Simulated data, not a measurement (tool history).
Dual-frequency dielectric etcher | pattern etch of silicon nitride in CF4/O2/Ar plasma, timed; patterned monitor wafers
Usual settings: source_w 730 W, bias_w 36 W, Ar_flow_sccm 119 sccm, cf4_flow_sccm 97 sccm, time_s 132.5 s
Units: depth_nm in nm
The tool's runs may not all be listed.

run,hour,source_w,bias_w,Ar_flow_sccm,cf4_flow_sccm,time_s,"read-back reference wafer on the same gauge, depth_nm",depth_nm
1,0,730,36,119,97,132.5,311.7,265.2
2,10.2,730,36,119,97,132.5,311.9,263.9
3,19.4,730,36,119,97,132.5,311.9,265.2
4,47.3,730,36,119,97,132.5,312.2,265.6
5,54.7,730,36,119,97,132.5,311.9,266.1
6,67.3,730,36,119,97,132.5,312,264.9
7,74.7,730,36,119,97,132.5,312.1,264.9
# hour 89.9: CF4 flow controller replaced
8,90.4,730,36,119,97,132.5,312.2,266.3
# hour 93.7: gauge calibrated
9,94.5,730,36,119,102,132.5,312,268.8
10,100.6,560,31,119,112,119.5,312.4,172.7
# hour 121.5: Ar flow controller replaced
11,122,580,36,119,97,132.5,311.9,206.7
12,125.8,640,36,119,97,132.5,311.8,229.9
# hour 150.6: wet clean of the chamber
# hour 153.2: bias power generator calibrated
# hour 173.1: source power generator calibrated
# hour 183.2: upper electrode replaced
13,183.7,670,36,142,97,132.5,312,237.9
14,184.1,570,36,92,116,111,312.1,181.6
15,184.5,730,36,111,77,132.5,311.8,250.8
16,193.1,730,36,119,97,132.5,312,266.2
17,203.6,840,41,128,97,93.5,311.9,230.1
18,214.5,730,36,119,97,132.5,312.2,266.2
19,230.3,660,36,109,83,132.5,312.1,232.2
20,247.4,730,36,119,107,132.5,312.1,273.7

Forecast each of these 5 alternatives for the next run:
A,247.9,730,44,119,97,132.5,?,?
B,247.9,550,36,119,97,132.5,?,?
C,247.9,900,28,136,97,96.5,?,?
D,247.9,730,36,119,87,132.5,?,?
E,247.9,790,41,93,97,160.5,?,?

run,"read-back reference wafer on the same gauge, depth_nm",depth_nm
A,311.9,295.3
B,311.9,195.4
C,311.9,208.1
D,311.9,259.1
E,311.9,387.3
Without the tool's hidden state the same runs would have given:
run,depth_nm
A,295.3
B,195.4
C,208.1
D,259.1
E,387.3

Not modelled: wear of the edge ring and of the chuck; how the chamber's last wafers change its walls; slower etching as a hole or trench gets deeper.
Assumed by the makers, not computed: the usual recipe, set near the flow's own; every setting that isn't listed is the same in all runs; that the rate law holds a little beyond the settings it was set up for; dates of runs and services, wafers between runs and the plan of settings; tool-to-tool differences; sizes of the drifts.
